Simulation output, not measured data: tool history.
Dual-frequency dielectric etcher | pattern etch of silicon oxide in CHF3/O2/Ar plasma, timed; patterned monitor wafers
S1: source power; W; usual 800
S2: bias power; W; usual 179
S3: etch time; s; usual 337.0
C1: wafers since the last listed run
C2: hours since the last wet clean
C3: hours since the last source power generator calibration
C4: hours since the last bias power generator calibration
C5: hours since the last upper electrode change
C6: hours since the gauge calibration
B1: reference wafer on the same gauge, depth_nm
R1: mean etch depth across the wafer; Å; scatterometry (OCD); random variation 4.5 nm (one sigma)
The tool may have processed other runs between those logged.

Run 1, hour 0.0: usual settings; C1 0; C2 0.9; C3 2172.7; C4 4207.7; C5 3336.8; C6 379.2; B1 747.2. Result: R1 7797 Å.
Run 2, hour 38.3: usual settings; C1 218; C2 39.2; C3 2211.0; C4 4246.0; C5 3375.1; C6 417.5; B1 747.7. Result: R1 7797 Å.
Run 3, hour 62.5: usual settings; C1 137; C2 63.4; C3 2235.2; C4 4270.2; C5 3399.3; C6 441.7; B1 746.7. Result: R1 7761 Å.
Run 4, hour 89.6: usual settings; C1 154; C2 90.5; C3 2262.3; C4 4297.3; C5 3426.4; C6 468.8; B1 747.9. Result: R1 7802 Å.
Run 5, hour 124.9: usual settings but S1 750 W, S3 314.0 s; C1 201; C2 125.8; C3 2297.6; C4 4332.6; C5 3461.7; C6 504.1; B1 747.8. Result: R1 7118 Å.
Run 6, hour 159.0: usual settings but S1 750 W, S3 314.0 s; C1 194; C2 159.9; C3 2331.7; C4 4366.7; C5 3495.8; C6 538.2; B1 748.6. Result: R1 7145 Å.
Run 7, hour 173.1: usual settings but S1 750 W, S3 314.0 s; C1 80; C2 174.0; C3 2345.8; C4 4380.8; C5 3509.9; C6 552.3; B1 747.8. Result: R1 7157 Å.
Run 8, hour 195.4: usual settings; C1 127; C2 196.3; C3 2368.1; C4 4403.1; C5 3532.2; C6 574.6; B1 749.6. Result: R1 7918 Å.
Run 9, hour 216.0: usual settings but S1 750 W, S3 314.0 s; C1 117; C2 216.9; C3 2388.7; C4 4423.7; C5 3552.8; C6 595.2; B1 747.2. Result: R1 7160 Å.
Run 10, hour 251.8: usual settings but S1 960 W, S2 151 W, S3 400.5 s; C1 203; C2 252.7; C3 2424.5; C4 4459.5; C5 3588.6; C6 631.0; B1 748.6. Result: R1 9429 Å.
Run 11, hour 273.7: usual settings but S2 211 W, S3 300.5 s; C1 124; C2 274.6; C3 2446.4; C4 4481.4; C5 3610.5; C6 652.9; B1 749.7. Result: R1 7597 Å.
At hour 288.1: bias power generator calibrated.
Run 12, hour 301.9: usual settings; C1 137; C2 302.8; C3 2474.6; C4 13.8; C5 3638.7; C6 681.1; B1 748.0. Result: R1 7892 Å.
At hour 303.5: gauge calibrated.
At hour 329.6: wet clean of the chamber.
Run 13, hour 330.1: usual settings; C1 23; C2 0.5; C3 2502.8; C4 42.0; C5 3666.9; C6 26.6; B1 748.0. Result: R1 7789 Å.
At hour 337.8: source power generator calibrated.
Run 14, hour 338.3: usual settings but S1 730 W, S2 211 W, S3 415.5 s; C1 23; C2 8.7; C3 0.5; C4 50.2; C5 3675.1; C6 34.8; B1 747.3. Result: R1 9854 Å.
At hour 362.7: upper electrode replaced, of another model than before.
Run 15, hour 365.2: usual settings but S1 700 W, S2 193 W, S3 436.0 s; C1 16; C2 35.6; C3 27.4; C4 77.1; C5 2.5; C6 61.7; B1 748.5. Result: R1 9744 Å.
Run 16, hour 383.9: usual settings but S1 600 W, S2 215 W, S3 385.5 s; C1 106; C2 54.3; C3 46.1; C4 95.8; C5 21.2; C6 80.4; B1 748.5. Result: R1 8590 Å.
Run 17, hour 411.9: usual settings but S1 970 W, S2 154 W, S3 297.0 s; C1 159; C2 82.3; C3 74.1; C4 123.8; C5 49.2; C6 108.4; B1 747.9. Result: R1 6913 Å.
Run 18, hour 430.2: usual settings but S1 660 W, S2 150 W, S3 305.5 s; C1 104; C2 100.6; C3 92.4; C4 142.1; C5 67.5; C6 126.7; B1 748.8. Result: R1 5689 Å.
Run 19, hour 446.5: usual settings but S1 900 W; C1 92; C2 116.9; C3 108.7; C4 158.4; C5 83.8; C6 143.0; B1 748.3. Result: R1 8367 Å.
Run 20, hour 481.9: usual settings but S1 960 W, S2 166 W, S3 240.0 s; C1 201; C2 152.3; C3 144.1; C4 193.8; C5 119.2; C6 178.4; B1 748.9. Result: R1 5791 Å.
Run 21, hour 494.3: usual settings but S2 157 W; C1 70; C2 164.7; C3 156.5; C4 206.2; C5 131.6; C6 190.8; B1 747.0. Result: R1 7224 Å.
Run 22, hour 519.0: usual settings but S1 750 W, S2 203 W, S3 368.0 s; C1 140; C2 189.4; C3 181.2; C4 230.9; C5 156.3; C6 215.5; B1 748.5. Result: R1 8962 Å.
Run 23, hour 539.1: usual settings but S1 850 W, S3 267.5 s; C1 114; C2 209.5; C3 201.3; C4 251.0; C5 176.4; C6 235.6; B1 747.5. Result: R1 6385 Å.
Run 24, hour 566.9: usual settings but S1 950 W, S2 217 W, S3 396.5 s; C1 158; C2 237.3; C3 229.1; C4 278.8; C5 204.2; C6 263.4; B1 747.4. Result: R1 11230 Å.
Run 25, hour 588.1: usual settings but S1 740 W, S2 222 W; C1 120; C2 258.5; C3 250.3; C4 300.0; C5 225.4; C6 284.6; B1 749.3. Result: R1 8663 Å.
Run 26, hour 618.2: usual settings; C1 171; C2 288.6; C3 280.4; C4 330.1; C5 255.5; C6 314.7; B1 747.3. Result: R1 7902 Å.
Run 27, hour 651.1: usual settings but S2 200 W, S3 364.0 s; C1 187; C2 321.5; C3 313.3; C4 363.0; C5 288.4; C6 347.6; B1 748.0. Result: R1 9218 Å.
At hour 682.6: wet clean of the chamber.
Run 28, hour 683.1: usual settings but S1 660 W, S3 380.0 s; C1 45; C2 0.5; C3 345.3; C4 395.0; C5 320.4; C6 379.6; B1 747.0. Result: R1 7985 Å.
Run 29, hour 697.6: usual settings but S1 940 W; C1 82; C2 15.0; C3 359.8; C4 409.5; C5 334.9; C6 394.1; B1 746.7. Result: R1 8454 Å.

Across each entry between runs, compare the hidden state at the last listed run before it with the hidden state at the first listed run after it:
From run 11 to run 12: bias power generator calibrated (hour 288.1)
  etch rate over this chamber's usual, %: 2.25 -> 2.47
  difference, measured minus the result without the unlogged condition, R1: +167 -> +190 Å
From run 12 to run 13: gauge calibrated (hour 303.5); wet clean of the chamber (hour 329.6)
  etch rate over this chamber's usual, %: 2.47 -> -0.122
  difference, measured minus the result without the unlogged condition, R1: +190 -> -9 Å
From run 13 to run 14: source power generator calibrated (hour 337.8)
  etch rate over this chamber's usual, %: -0.122 -> -0.0597
  difference, measured minus the result without the unlogged condition, R1: -9 -> -6 Å
From run 14 to run 15: upper electrode replaced, of another model than before (hour 362.7)
  etch rate over this chamber's usual, %: -0.0597 -> 0.145
  difference, measured minus the result without the unlogged condition, R1: -6 -> +14 Å
From run 27 to run 28: wet clean of the chamber (hour 682.6)
  etch rate over this chamber's usual, %: 2.32 -> -0.118
  difference, measured minus the result without the unlogged condition, R1: +209 -> -10 Å

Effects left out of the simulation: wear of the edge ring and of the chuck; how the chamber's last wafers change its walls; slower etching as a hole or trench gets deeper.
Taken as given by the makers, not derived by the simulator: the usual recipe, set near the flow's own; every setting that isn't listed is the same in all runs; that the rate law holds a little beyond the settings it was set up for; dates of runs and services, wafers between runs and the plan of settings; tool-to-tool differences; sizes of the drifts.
